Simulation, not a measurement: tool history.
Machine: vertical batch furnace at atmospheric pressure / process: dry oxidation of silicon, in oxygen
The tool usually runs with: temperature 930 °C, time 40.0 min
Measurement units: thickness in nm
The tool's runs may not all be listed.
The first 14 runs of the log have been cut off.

run,hour,temperature,time,"read-back reference wafer on the same gauge, thickness",thickness
15,165.3,930,52.0,39.46,42.11
16,175.2,930,40.0,39.46,37.40
17,188.6,930,33.5,39.41,34.75
18,195.1,930,33.5,39.42,34.74
19,205.8,930,40.0,39.38,37.45
20,215.8,952,40.0,39.38,42.32
21,230.4,930,40.0,39.39,37.28
22,240.5,923,25.5,39.34,30.19
23,252.4,930,40.0,39.36,37.34
24,260.3,906,45.5,39.31,34.35
25,266.5,942,60.0,39.33,48.57
26,277.2,946,58.5,39.33,49.12
27,283.5,930,40.0,39.32,37.30
# hour 305.5: gauge calibrated
# hour 310.3: thermocouples replaced and temperature profile calibrated
28,310.8,909,40.0,39.87,33.47
29,314.7,947,40.0,39.85,41.38
30,319.0,942,55.5,39.83,47.20
31,329.0,930,40.0,39.83,37.84
32,350.4,930,40.0,39.80,37.83
33,361.4,915,45.5,39.79,36.54
34,374.8,914,40.0,39.78,34.48
35,388.8,916,54.5,39.75,39.80
36,400.7,914,58.5,39.72,40.50
37,414.6,930,57.5,39.71,44.53

Forecast each of these 3 alternatives for the next run:
A,418.7,930,40.0,?,?
B,418.7,941,53.5,?,?
C,418.7,911,30.5,?,?

run,"read-back reference wafer on the same gauge, thickness",thickness
A,39.72,37.65
B,39.72,45.97
C,39.72,30.60
Without the tool's unlogged condition, the same runs would have read:
run,thickness
A,37.83
B,46.18
C,30.74
